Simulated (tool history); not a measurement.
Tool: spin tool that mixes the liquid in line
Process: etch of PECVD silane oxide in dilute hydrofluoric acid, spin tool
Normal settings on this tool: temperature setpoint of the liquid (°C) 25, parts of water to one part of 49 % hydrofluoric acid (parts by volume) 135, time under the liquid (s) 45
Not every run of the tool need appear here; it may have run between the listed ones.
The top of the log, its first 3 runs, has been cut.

run,day,temperature setpoint of the liquid (°C),parts of water to one part of 49 % hydrofluoric acid (parts by volume),time under the liquid (s),"read-back film thickness of the PECVD silane oxide reference wafer, read on the same gauge (nm)",thickness taken off the PECVD silane oxide on a monitor wafer (nm)
4,1.808,25,135,50,100.01,12.8
5,2.175,25,135,50,99.99,13.04
6,2.821,25,135,45,99.99,11.73
7,3.229,25,135,65,100.01,16.99
# day 3.312: gauge calibrated
8,3.975,25,135,65,100.01,16.9
9,4.421,25,135,45,100.01,11.73
# day 4.838: hydrofluoric acid flow meter replaced
10,5.021,25,135,45,100.03,13.31
11,5.562,25,135,45,99.99,13.02
12,6.312,25,135,45,99.98,13.14
13,6.6,25,135,45,99.98,13.14
# day 6.742: thermometer replaced
14,6.917,25,135,65,100.01,18.74
15,7.188,21.5,135,45,100.01,11.53
16,7.742,21,100,20,99.99,7
17,8.25,29,135,40,100.01,13.6
18,8.679,25,155,45,100.01,10.99
19,9.142,20.5,170,40,99.99,7.49
20,9.846,25,135,45,100.01,12.97
21,10.104,29,135,45,99.99,15.17
22,10.379,27.5,135,45,100,14.16
23,10.942,23,170,35,99.99,7.14
24,11.412,25,135,45,100.02,12.93
25,11.688,23,135,60,100,15.67

Estimate the outcome of run 26 from the log above:
26,12.275,25,135,45,?,?

read-back film thickness of the PECVD silane oxide reference wafer, read on the same gauge (nm): 100.01
thickness taken off the PECVD silane oxide on a monitor wafer (nm): 13.08
On a tool with no hidden condition, and with the same random variation, this run would have come out at thickness taken off the PECVD silane oxide on a monitor wafer (nm) 13.55.
